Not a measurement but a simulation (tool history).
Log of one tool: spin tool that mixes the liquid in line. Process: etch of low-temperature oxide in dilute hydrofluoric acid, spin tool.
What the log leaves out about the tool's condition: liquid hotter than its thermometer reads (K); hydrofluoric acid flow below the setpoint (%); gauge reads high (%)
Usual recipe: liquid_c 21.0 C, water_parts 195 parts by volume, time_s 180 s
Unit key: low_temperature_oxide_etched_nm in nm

run	hour	liquid_c	water_parts	time_s	wafers since the last listed run	hours since the thermometer was replaced	hours since the hydrofluoric acid flow meter was replaced	hours since the gauge calibration	read-back film thickness of the low-temperature oxide reference wafer, read on the same gauge (nm)	low_temperature_oxide_etched_nm
1	0.0	21.0	195	225	0	2198.7	541.6	2506.0	150.00	21.16
# hour 3.1: hydrofluoric acid flow meter replaced
2	35.3	21.0	195	225	181	2234.0	32.2	2541.3	149.97	22.27
3	65.2	21.0	260	205	158	2263.9	62.1	2571.2	150.07	14.40
4	97.4	21.0	260	205	170	2296.1	94.3	2603.4	150.03	14.26
5	146.7	21.0	150	180	260	2345.4	143.6	2652.7	150.03	24.28
6	193.8	21.0	195	235	249	2392.5	190.7	2699.8	150.00	23.14
# hour 222.0: gauge calibrated
7	243.2	21.0	195	180	261	2441.9	240.1	21.2	149.99	17.78
8	299.0	21.0	195	180	295	2497.7	295.9	77.0	150.01	17.52
9	324.9	21.0	235	140	137	2523.6	321.8	102.9	150.01	10.76
10	362.0	21.0	195	180	196	2560.7	358.9	140.0	150.04	17.21
11	423.3	25.0	150	105	324	2622.0	420.2	201.3	149.98	15.85
12	470.3	21.0	165	130	248	2669.0	467.2	248.3	149.95	15.05
13	524.9	25.5	135	105	288	2723.6	521.8	302.9	149.98	18.34
# hour 547.0: thermometer replaced
14	552.1	21.0	195	180	138	5.1	549.0	330.1	150.00	15.74
15	607.3	18.5	245	230	291	60.3	604.2	385.3	150.02	13.66
16	660.0	23.5	110	120	278	113.0	656.9	438.0	150.04	22.34
# hour 678.8: hydrofluoric acid flow meter replaced
17	726.6	26.0	255	180	347	179.6	47.8	504.6	149.98	14.94
18	768.8	21.0	195	180	223	221.8	90.0	546.8	150.00	17.23
19	811.8	17.0	115	180	227	264.8	133.0	589.8	150.04	26.41
20	870.4	18.5	95	280	309	323.4	191.6	648.4	149.98	54.18
21	922.0	21.0	195	180	272	375.0	243.2	700.0	150.07	16.35
22	951.3	25.5	135	105	154	404.3	272.5	729.3	149.94	17.99
23	1018.0	21.0	195	180	352	471.0	339.2	796.0	150.02	16.31
24	1048.5	21.0	195	180	161	501.5	369.7	826.5	150.05	16.53
25	1106.0	21.0	275	280	304	559.0	427.2	884.0	150.07	16.91
26	1177.7	23.0	115	215	379	630.7	498.9	955.7	150.02	39.10
# hour 1289.6: hydrofluoric acid flow meter replaced
27	1354.8	21.0	195	180	931	807.8	65.2	1132.8	149.97	17.45
28	1390.3	25.5	135	105	187	843.3	100.7	1168.3	150.02	18.78
29	1430.3	21.0	195	180	211	883.3	140.7	1208.3	150.00	17.39
30	1464.6	25.5	245	215	181	917.6	175.0	1242.6	149.97	18.24
31	1518.7	17.0	150	215	286	971.7	229.1	1296.7	150.03	23.98

Branching from run 31: 5 alternative next runs. What would each branch give?
A	1519.2	21.0	195	180	2	972.2	229.6	1297.2	?	?
B	1519.2	17.0	145	280	2	972.2	229.6	1297.2	?	?
C	1519.2	25.0	195	180	2	972.2	229.6	1297.2	?	?
D	1519.2	23.5	145	85	2	972.2	229.6	1297.2	?	?
E	1519.2	17.0	110	180	2	972.2	229.6	1297.2	?	?

run	read-back film thickness of the low-temperature oxide reference wafer, read on the same gauge (nm)	low_temperature_oxide_etched_nm
A	149.99	17.05
B	149.99	32.08
C	149.99	19.77
D	149.99	12.59
E	149.99	28.19
With no hidden state in the tool, these same runs would have given:
run	low_temperature_oxide_etched_nm
A	17.18
B	32.23
C	19.96
D	12.67
E	28.28
